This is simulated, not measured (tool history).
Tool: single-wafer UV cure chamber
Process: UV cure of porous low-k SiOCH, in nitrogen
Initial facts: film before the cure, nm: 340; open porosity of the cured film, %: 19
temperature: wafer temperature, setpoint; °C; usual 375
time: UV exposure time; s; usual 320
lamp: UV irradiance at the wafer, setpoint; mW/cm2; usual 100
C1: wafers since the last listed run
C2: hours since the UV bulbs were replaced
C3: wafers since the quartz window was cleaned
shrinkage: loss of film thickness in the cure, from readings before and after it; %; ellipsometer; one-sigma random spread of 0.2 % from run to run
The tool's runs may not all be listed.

{"run": 1, "hour": 0.0, "temperature": 375, "time": 320, "lamp": 71, "C1": 0, "C2": 305.5, "C3": 199, "shrinkage": 12.564}
{"run": 2, "hour": 104.8, "temperature": 387, "time": 320, "lamp": 70, "C1": 389, "C2": 410.3, "C3": 588, "shrinkage": 12.464}
{"run": 3, "hour": 209.2, "temperature": 387, "time": 320, "lamp": 70, "C1": 387, "C2": 514.7, "C3": 976, "shrinkage": 12.573}
{"run": 4, "hour": 314.0, "temperature": 370, "time": 430, "lamp": 100, "C1": 389, "C2": 619.5, "C3": 1365, "shrinkage": 15.398}
{"run": 5, "hour": 362.6, "temperature": 370, "time": 430, "lamp": 100, "C1": 180, "C2": 668.1, "C3": 1546, "shrinkage": 15.016}
{"run": 6, "hour": 436.8, "temperature": 375, "time": 320, "lamp": 100, "C1": 275, "C2": 742.3, "C3": 1821, "shrinkage": 13.665}
{"hour": 487.2, "done": "quartz window cleaned"}
{"run": 7, "hour": 514.1, "temperature": 375, "time": 320, "lamp": 100, "C1": 257, "C2": 819.6, "C3": 99, "shrinkage": 14.736}
{"run": 8, "hour": 606.9, "temperature": 375, "time": 320, "lamp": 100, "C1": 344, "C2": 912.4, "C3": 444, "shrinkage": 14.096}
{"run": 9, "hour": 714.8, "temperature": 375, "time": 320, "lamp": 100, "C1": 400, "C2": 1020.3, "C3": 845, "shrinkage": 13.573}
{"run": 10, "hour": 751.5, "temperature": 375, "time": 320, "lamp": 129, "C1": 136, "C2": 1057, "C3": 981, "shrinkage": 15.284}
{"hour": 818.7, "done": "UV bulbs replaced"}
{"run": 11, "hour": 831.4, "temperature": 375, "time": 320, "lamp": 100, "C1": 266, "C2": 12.7, "C3": 1248, "shrinkage": 13.799}
{"run": 12, "hour": 896.0, "temperature": 375, "time": 320, "lamp": 100, "C1": 239, "C2": 77.3, "C3": 1488, "shrinkage": 13.774}
{"run": 13, "hour": 933.5, "temperature": 375, "time": 320, "lamp": 123, "C1": 139, "C2": 114.8, "C3": 1627, "shrinkage": 14.721}
{"run": 14, "hour": 971.3, "temperature": 375, "time": 320, "lamp": 123, "C1": 140, "C2": 152.6, "C3": 1767, "shrinkage": 14.752}
{"run": 15, "hour": 1029.5, "temperature": 375, "time": 320, "lamp": 123, "C1": 216, "C2": 210.8, "C3": 1984, "shrinkage": 14.54}
{"hour": 1068.4, "done": "quartz window cleaned"}
{"run": 16, "hour": 1085.4, "temperature": 362, "time": 320, "lamp": 100, "C1": 177, "C2": 266.7, "C3": 63, "shrinkage": 14.025}
{"run": 17, "hour": 1131.9, "temperature": 362, "time": 320, "lamp": 100, "C1": 172, "C2": 313.2, "C3": 235, "shrinkage": 14.314}
{"run": 18, "hour": 1219.7, "temperature": 362, "time": 320, "lamp": 100, "C1": 326, "C2": 401, "C3": 561, "shrinkage": 14.353}
{"run": 19, "hour": 1312.8, "temperature": 381, "time": 320, "lamp": 100, "C1": 345, "C2": 494.1, "C3": 907, "shrinkage": 14.331}
{"run": 20, "hour": 1414.0, "temperature": 381, "time": 320, "lamp": 100, "C1": 375, "C2": 595.3, "C3": 1283, "shrinkage": 14.092}
{"run": 21, "hour": 1454.9, "temperature": 375, "time": 320, "lamp": 86, "C1": 151, "C2": 636.2, "C3": 1435, "shrinkage": 12.799}
{"run": 22, "hour": 1503.7, "temperature": 375, "time": 320, "lamp": 86, "C1": 181, "C2": 685, "C3": 1616, "shrinkage": 13.036}
{"run": 23, "hour": 1592.9, "temperature": 375, "time": 195, "lamp": 100, "C1": 331, "C2": 774.2, "C3": 1947, "shrinkage": 10.761}
{"run": 24, "hour": 1634.6, "temperature": 375, "time": 180, "lamp": 78, "C1": 154, "C2": 815.9, "C3": 2102, "shrinkage": 9.098}
{"hour": 1660.7, "done": "quartz window cleaned"}
{"run": 25, "hour": 1725.8, "temperature": 388, "time": 320, "lamp": 100, "C1": 308, "C2": 907.1, "C3": 241, "shrinkage": 14.699}
{"run": 26, "hour": 1804.6, "temperature": 369, "time": 320, "lamp": 100, "C1": 292, "C2": 985.9, "C3": 534, "shrinkage": 13.785}
{"run": 27, "hour": 1890.6, "temperature": 387, "time": 395, "lamp": 100, "C1": 319, "C2": 1071.9, "C3": 853, "shrinkage": 15.156}
{"run": 28, "hour": 1995.1, "temperature": 390, "time": 505, "lamp": 88, "C1": 388, "C2": 1176.4, "C3": 1241, "shrinkage": 15.914}
{"hour": 2034.8, "done": "UV bulbs replaced"}
{"run": 29, "hour": 2040.4, "temperature": 375, "time": 320, "lamp": 100, "C1": 138, "C2": 5.6, "C3": 1380, "shrinkage": 13.657}
{"run": 30, "hour": 2123.8, "temperature": 375, "time": 320, "lamp": 128, "C1": 309, "C2": 89, "C3": 1689, "shrinkage": 14.818}
{"run": 31, "hour": 2228.4, "temperature": 370, "time": 165, "lamp": 81, "C1": 388, "C2": 193.6, "C3": 2078, "shrinkage": 8.896}
{"run": 32, "hour": 2278.8, "temperature": 375, "time": 320, "lamp": 76, "C1": 187, "C2": 244, "C3": 2265, "shrinkage": 12.065}
{"run": 33, "hour": 2343.4, "temperature": 359, "time": 320, "lamp": 123, "C1": 239, "C2": 308.6, "C3": 2505, "shrinkage": 14.065}
{"hour": 2377.7, "done": "quartz window cleaned"}
{"run": 34, "hour": 2385.1, "temperature": 384, "time": 320, "lamp": 85, "C1": 125, "C2": 350.3, "C3": 27, "shrinkage": 13.503}
{"run": 35, "hour": 2472.3, "temperature": 394, "time": 435, "lamp": 100, "C1": 323, "C2": 437.5, "C3": 351, "shrinkage": 16.26}
{"run": 36, "hour": 2520.8, "temperature": 375, "time": 320, "lamp": 100, "C1": 180, "C2": 486, "C3": 531, "shrinkage": 14.392}
{"run": 37, "hour": 2618.5, "temperature": 391, "time": 390, "lamp": 100, "C1": 362, "C2": 583.7, "C3": 894, "shrinkage": 15.192}
{"run": 38, "hour": 2661.2, "temperature": 383, "time": 380, "lamp": 64, "C1": 158, "C2": 626.4, "C3": 1052, "shrinkage": 12.643}
{"run": 39, "hour": 2749.8, "temperature": 361, "time": 480, "lamp": 113, "C1": 329, "C2": 715, "C3": 1381, "shrinkage": 15.871}
{"run": 40, "hour": 2835.1, "temperature": 375, "time": 320, "lamp": 100, "C1": 316, "C2": 800.3, "C3": 1698, "shrinkage": 13.767}
{"run": 41, "hour": 2875.9, "temperature": 383, "time": 135, "lamp": 67, "C1": 151, "C2": 841.1, "C3": 1849, "shrinkage": 7.313}
{"run": 42, "hour": 2913.7, "temperature": 375, "time": 495, "lamp": 100, "C1": 140, "C2": 878.9, "C3": 1990, "shrinkage": 15.56}
{"run": 43, "hour": 3051.4, "temperature": 375, "time": 320, "lamp": 100, "C1": 511, "C2": 1016.6, "C3": 2501, "shrinkage": 13.066}
{"hour": 3094.4, "done": "quartz window cleaned"}
{"run": 44, "hour": 3132.3, "temperature": 367, "time": 265, "lamp": 112, "C1": 270, "C2": 1097.5, "C3": 140, "shrinkage": 13.424}

Some steps in shrinkage between neighbouring runs. How much of each would the tool show without its hidden state too (settings, what came in, random variation), and how much is left for the hidden state, with any gauge scatter that isn't in both results?
What the log doesn't record here: lamp output below its setpoint, %; transmission lost against a clean window, %.
Run 15 -> 16: temperature 375 -> 362, lamp 123 -> 100, quartz window cleaned. shrinkage -0.515 %: hidden state +1.021, all else -1.536.
Run 30 -> 31: temperature 375 -> 370, time 320 -> 165, lamp 128 -> 81. shrinkage -5.922 %: hidden state -0.074, all else -5.848.
Run 33 -> 34: temperature 359 -> 384, lamp 123 -> 85, quartz window cleaned. shrinkage -0.562 %: hidden state +1.349, all else -1.911.
Run 40 -> 41: temperature 375 -> 383, time 320 -> 135, lamp 100 -> 67. shrinkage -6.454 %: hidden state +0.114, all else -6.568.
Run 41 -> 42: temperature 383 -> 375, time 135 -> 495, lamp 67 -> 100. shrinkage +8.247 %: hidden state -0.292, all else +8.539.
Run 43 -> 44: temperature 375 -> 367, time 320 -> 265, lamp 100 -> 112, quartz window cleaned. shrinkage +0.358 %: hidden state +1.344, all else -0.986.
